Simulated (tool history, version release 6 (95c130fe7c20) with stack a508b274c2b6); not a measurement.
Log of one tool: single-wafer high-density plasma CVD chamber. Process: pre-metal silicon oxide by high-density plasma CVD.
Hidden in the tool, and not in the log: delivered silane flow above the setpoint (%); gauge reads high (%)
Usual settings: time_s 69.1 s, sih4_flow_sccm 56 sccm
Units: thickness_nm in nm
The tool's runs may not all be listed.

run	hour	time_s	sih4_flow_sccm	wafers since the last listed run	hours since the silane flow controller was replaced	hours since the gauge calibration	read-back reference wafer on the same gauge, thickness_nm	thickness_nm
1	0.0	62.3	56	0	1320.0	1420.2	363.137	340.613
2	237.6	62.3	56	3361	1557.6	1657.8	363.206	342.804
3	345.4	62.3	56	1525	1665.4	1765.6	362.888	343.381
4	393.8	69.1	56	684	1713.8	1814.0	363.268	379.986
5	489.0	69.1	56	1346	1809.0	1909.2	363.465	380.928
6	547.2	69.1	56	823	1867.2	1967.4	362.927	379.701
7	592.9	69.1	56	646	1912.9	2013.1	363.432	377.148
8	696.9	69.1	56	1471	2016.9	2117.1	363.260	378.064
9	782.3	69.1	56	1208	2102.3	2202.5	363.405	376.660
10	837.5	69.1	56	780	2157.5	2257.7	363.279	379.118
11	899.6	69.1	56	878	2219.6	2319.8	363.365	376.928
12	1004.2	69.1	54	1479	2324.2	2424.4	362.994	366.553
# hour 1098.2: gauge calibrated
13	1106.0	69.1	54	1440	2426.0	7.8	362.849	367.785
14	1213.3	69.1	54	1518	2533.3	115.1	362.969	365.303
15	1258.1	69.1	56	633	2578.1	159.9	362.773	375.478
16	1364.0	69.1	56	1498	2684.0	265.8	362.151	373.102
17	1422.5	69.1	56	827	2742.5	324.3	363.446	374.589
# hour 1500.2: silane flow controller replaced
18	1511.9	69.1	56	1151	11.7	413.7	362.151	383.668
19	1569.8	69.1	56	819	69.6	471.6	363.241	382.547
20	1660.1	69.1	52	1277	159.9	561.9	363.132	363.460
21	1703.5	69.1	52	614	203.3	605.3	362.829	363.769
22	1746.8	69.1	52	612	246.6	648.6	362.969	365.984
23	1813.6	69.1	56	945	313.4	715.4	362.600	385.896
24	1878.7	69.1	66	921	378.5	780.5	363.659	429.962
25	1956.5	69.1	52	1100	456.3	858.3	363.467	363.363
26	2006.3	61.2	56	704	506.1	908.1	363.084	341.771
27	2060.8	60.9	56	771	560.6	962.6	363.281	337.454
28	2105.9	69.1	56	638	605.7	1007.7	363.488	382.825
29	2151.5	79.7	53	645	651.3	1053.3	362.939	427.626
30	2327.3	65.5	53	2487	827.1	1229.1	362.391	348.760
31	2377.5	79.0	47	710	877.3	1279.3	362.972	386.561
32	2480.6	82.6	63	1458	980.4	1382.4	362.851	503.798
33	2575.5	69.1	47	1342	1075.3	1477.3	363.053	339.486
34	2657.1	55.8	64	1154	1156.9	1558.9	362.206	341.994
35	2707.4	78.2	60	711	1207.2	1609.2	363.181	453.793
36	2806.5	62.6	59	1402	1306.3	1708.3	362.600	361.461
37	2881.0	69.1	48	1054	1380.8	1782.8	363.207	342.324
38	2963.3	61.5	47	1164	1463.1	1865.1	363.329	299.854
39	3022.7	81.0	47	840	1522.5	1924.5	362.987	395.363
40	3177.1	55.6	64	2184	1676.9	2078.9	362.999	338.325
41	3248.8	69.1	56	1014	1748.6	2150.6	363.165	379.200
42	3285.0	57.9	65	512	1784.8	2186.8	363.621	356.422
43	3341.3	73.3	56	796	1841.1	2243.1	362.708	401.583
# hour 3375.6: gauge calibrated
44	3429.9	69.1	56	1253	1929.7	54.3	362.814	379.976
45	3502.0	69.1	50	1020	2001.8	126.4	362.820	350.885

Forecast each of these 5 alternatives for the next run:
A	3502.4	69.1	56	5	2002.2	126.8	?	?
B	3502.4	79.0	56	5	2002.2	126.8	?	?
C	3502.4	58.0	49	5	2002.2	126.8	?	?
D	3502.4	75.1	50	5	2002.2	126.8	?	?
E	3502.4	82.9	49	5	2002.2	126.8	?	?

run	read-back reference wafer on the same gauge, thickness_nm	thickness_nm
A	363.037	377.940
B	363.037	432.088
C	363.037	288.376
D	363.037	378.734
E	363.037	412.178
Without the tool's hidden state the same runs would have given:
run	thickness_nm
A	382.636
B	437.457
C	291.959
D	383.440
E	417.300
